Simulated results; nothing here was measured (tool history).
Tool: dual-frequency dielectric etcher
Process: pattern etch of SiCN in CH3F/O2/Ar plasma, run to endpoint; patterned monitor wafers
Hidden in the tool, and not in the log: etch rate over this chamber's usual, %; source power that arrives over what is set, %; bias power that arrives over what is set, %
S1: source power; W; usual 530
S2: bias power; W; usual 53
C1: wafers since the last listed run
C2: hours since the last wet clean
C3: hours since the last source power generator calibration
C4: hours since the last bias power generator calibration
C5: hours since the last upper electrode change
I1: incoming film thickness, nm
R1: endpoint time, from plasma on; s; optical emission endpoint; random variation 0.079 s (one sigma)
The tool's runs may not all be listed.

run,day,S1,S2,C1,C2,C3,C4,C5,I1,R1
1,0.000,530,50,0,333.7,2774.7,1779.7,6463.3,8.57,26.2
2,0.717,530,50,178,350.9,2791.9,1796.9,6480.5,8.47,26.0
3,1.262,530,53,135,364.0,2805.0,1810.0,6493.6,8.50,25.5
4,1.667,530,53,100,373.7,2814.7,1819.7,6503.3,8.49,25.4
5,1.967,530,53,74,380.9,2821.9,1826.9,6510.5,8.48,25.5
6,2.300,530,53,82,388.9,2829.9,1834.9,6518.5,8.60,26.0
7,2.867,530,53,141,402.5,2843.5,1848.5,6532.1,8.48,25.4
8,3.483,530,53,153,417.3,2858.3,1863.3,6546.9,8.54,25.9
# day 5.008: upper electrode replaced, of another model than before
9,5.029,530,53,135,454.4,2895.4,1900.4,0.5,8.50,25.8
10,5.046,530,53,4,454.8,2895.8,1900.8,0.9,8.52,25.7
11,5.475,530,47,106,465.1,2906.1,1911.1,11.2,8.52,27.3
12,6.150,500,45,168,481.3,2922.3,1927.3,27.4,8.57,28.9
13,6.725,530,53,143,495.1,2936.1,1941.1,41.2,8.59,26.2
14,7.133,530,47,101,504.9,2945.9,1950.9,51.0,8.50,27.5
15,7.800,600,45,165,520.9,2961.9,1966.9,67.0,8.42,26.4
16,8.317,530,53,128,533.3,2974.3,1979.3,79.4,8.57,26.0
# day 8.875: bias power generator calibrated
17,8.896,470,43,102,547.2,2988.2,0.5,93.3,8.45,30.0
# day 9.992: wet clean of the chamber
18,10.012,530,53,29,0.5,3015.0,27.3,120.1,8.45,24.9
19,10.025,430,49,3,0.8,3015.3,27.6,120.4,8.57,28.7
# day 10.204: source power generator calibrated
20,10.225,530,53,8,5.6,0.5,32.4,125.2,8.48,24.9
21,10.488,470,47,65,11.9,6.8,38.7,131.5,8.46,27.8

Forecast run 22:
22,10.783,640,64,73,19.0,13.9,45.8,138.6,8.46,?

Run 22 gave R1 21.1 s.
Without the tool's hidden state the same run would have given R1 21.0 s.
